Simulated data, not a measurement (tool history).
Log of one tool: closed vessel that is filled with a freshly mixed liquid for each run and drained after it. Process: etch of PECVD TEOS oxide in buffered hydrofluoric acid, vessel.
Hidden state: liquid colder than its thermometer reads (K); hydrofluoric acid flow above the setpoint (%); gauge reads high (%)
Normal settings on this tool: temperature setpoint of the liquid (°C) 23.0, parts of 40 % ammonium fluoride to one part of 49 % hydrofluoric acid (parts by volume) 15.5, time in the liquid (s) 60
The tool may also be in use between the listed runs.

run   hour  temperature setpoint of the liquid (°C)  parts of 40 % ammonium fluoride to one part of 49 % hydrofluoric acid (parts by volume)  time in the liquid (s)  wafers since the last listed run  hours since the thermometer was replaced  hours since the hydrofluoric acid flow meter was replaced  hours since the gauge calibration  read-back film thickness of the PECVD TEOS oxide reference wafer, read on the same gauge (nm)  thickness taken off the PECVD TEOS oxide on a monitor wafer (nm)
  1    0.0                                     23.0                                                                                     15.5                      60                                 0                                    2145.1                                                     1765.5                               76.5                                                                                          29.99                                                             78.61
  2    8.9                                     23.0                                                                                     15.5                      60                               932                                    2154.0                                                     1774.4                               85.4                                                                                          30.01                                                             78.34
  3   17.6                                     23.0                                                                                     20.5                      60                               911                                    2162.7                                                     1783.1                               94.1                                                                                          29.98                                                             59.92
  4   26.2                                     23.0                                                                                     15.5                      60                               900                                    2171.3                                                     1791.7                              102.7                                                                                          29.98                                                             78.56
  5   41.8                                     23.0                                                                                     15.5                      50                              1633                                    2186.9                                                     1807.3                              118.3                                                                                          30.00                                                             65.66
  6   47.8                                     23.0                                                                                     20.0                      60                               628                                    2192.9                                                     1813.3                              124.3                                                                                          30.03                                                             61.20
  7   59.9                                     23.0                                                                                     20.0                      60                              1267                                    2205.0                                                     1825.4                              136.4                                                                                          30.02                                                             61.52
  8   72.4                                     23.0                                                                                     20.0                      60                              1309                                    2217.5                                                     1837.9                              148.9                                                                                          30.00                                                             60.92
  9   87.7                                     23.0                                                                                     18.5                      85                              1602                                    2232.8                                                     1853.2                              164.2                                                                                          30.02                                                             94.17
 10  102.5                                     23.0                                                                                     15.5                      60                              1550                                    2247.6                                                     1868.0                              179.0                                                                                          30.00                                                             79.25
 11  114.8                                     23.0                                                                                     15.5                      60                              1288                                    2259.9                                                     1880.3                              191.3                                                                                          29.96                                                             78.44
 12  128.4                                     23.0                                                                                     15.5                      60                              1424                                    2273.5                                                     1893.9                              204.9                                                                                          30.04                                                             78.47
 13  139.7                                     23.0                                                                                     19.5                      60                              1183                                    2284.8                                                     1905.2                              216.2                                                                                          30.04                                                             62.85
 14  155.0                                     23.0                                                                                     19.5                      60                              1602                                    2300.1                                                     1920.5                              231.5                                                                                          30.02                                                             62.76
 15  171.2                                     23.0                                                                                     15.5                      60                              1696                                    2316.3                                                     1936.7                              247.7                                                                                          29.99                                                             78.36
 16  179.7                                     21.5                                                                                     20.0                      75                               890                                    2324.8                                                     1945.2                              256.2                                                                                          30.03                                                             70.33
 17  186.7                                     23.0                                                                                     15.5                      60                               733                                    2331.8                                                     1952.2                              263.2                                                                                          30.00                                                             78.81
 18  204.4                                     26.5                                                                                     15.5                      60                              1853                                    2349.5                                                     1969.9                              280.9                                                                                          29.98                                                             96.13
 19  218.4                                     20.0                                                                                     11.0                      30                              1466                                    2363.5                                                     1983.9                              294.9                                                                                          30.04                                                             46.29
 20  227.1                                     23.0                                                                                     20.5                      60                               911                                    2372.2                                                     1992.6                              303.6                                                                                          30.02                                                             59.78
 21  236.8                                     23.0                                                                                     19.0                      60                              1015                                    2381.9                                                     2002.3                              313.3                                                                                          30.00                                                             64.59
 22  245.9                                     23.0                                                                                     18.0                      60                               953                                    2391.0                                                     2011.4                              322.4                                                                                          30.03                                                             67.91
 23  281.8                                     26.5                                                                                     11.0                      80                              3760                                    2426.9                                                     2047.3                              358.3                                                                                          30.04                                                            176.46
     287.7  -- gauge calibrated
 24  296.1                                     23.0                                                                                     19.0                      60                              1497                                    2441.2                                                     2061.6                                8.4                                                                                          30.06                                                             64.46
     300.4  -- hydrofluoric acid flow meter replaced
 25  307.9                                     23.0                                                                                     13.0                      50                              1131                                    2453.0                                                        7.5                               20.2                                                                                          30.01                                                             70.32
     319.2  -- thermometer replaced
 26  357.2                                     23.0                                                                                     15.5                      60                              5059                                      38.0                                                       56.8                               69.5                                                                                          29.95                                                             78.84
 27  371.8                                     27.5                                                                                     21.5                      60                              1529                                      52.6                                                       71.4                               84.1                                                                                          29.98                                                             73.88
 28  388.5                                     23.0                                                                                     15.5                      60                              1749                                      69.3                                                       88.1                              100.8                                                                                          29.99                                                             78.68
 29  403.1                                     24.5                                                                                     12.5                      50                              1529                                      83.9                                                      102.7                              115.4                                                                                          30.02                                                             87.48
 30  414.2                                     23.0                                                                                     15.5                      60                              1162                                      95.0                                                      113.8                              126.5                                                                                          29.97                                                             78.54
 31  443.3                                     23.0                                                                                     10.0                      60                              3047                                     124.1                                                      142.9                              155.6                                                                                          30.00                                                            119.54
 32  453.2                                     27.0                                                                                     20.0                      60                              1036                                     134.0                                                      152.8                              165.5                                                                                          30.02                                                             75.82
 33  470.9                                     21.0                                                                                     19.5                      70                              1853                                     151.7                                                      170.5                              183.2                                                                                          30.03                                                             65.65

For each entry between runs, how does the tool's hidden state at the last listed run before it compare with that at the first listed run after it?
Runs 23 to 24: gauge calibrated (hour 287.7)
  liquid colder than its thermometer reads (K): 2.1 -> 2.11; hydrofluoric acid flow above the setpoint (%): 12.4 -> 12.5
  the result without the hidden state subtracted from the measured one, thickness taken off the PECVD TEOS oxide on a monitor wafer (nm): -1.22 -> -0.04
Runs 24 to 25: hydrofluoric acid flow meter replaced (hour 300.4)
  liquid colder than its thermometer reads (K): 2.11 -> 2.12; hydrofluoric acid flow above the setpoint (%): 12.5 -> 1.14
  the result without the hidden state subtracted from the measured one, thickness taken off the PECVD TEOS oxide on a monitor wafer (nm): -0.04 -> -7.88
Runs 25 to 26: thermometer replaced (hour 319.2)
  liquid colder than its thermometer reads (K): 2.12 -> 0.358; hydrofluoric acid flow above the setpoint (%): 1.14 -> 1.43
  the result without the hidden state subtracted from the measured one, thickness taken off the PECVD TEOS oxide on a monitor wafer (nm): -7.88 -> -0.47
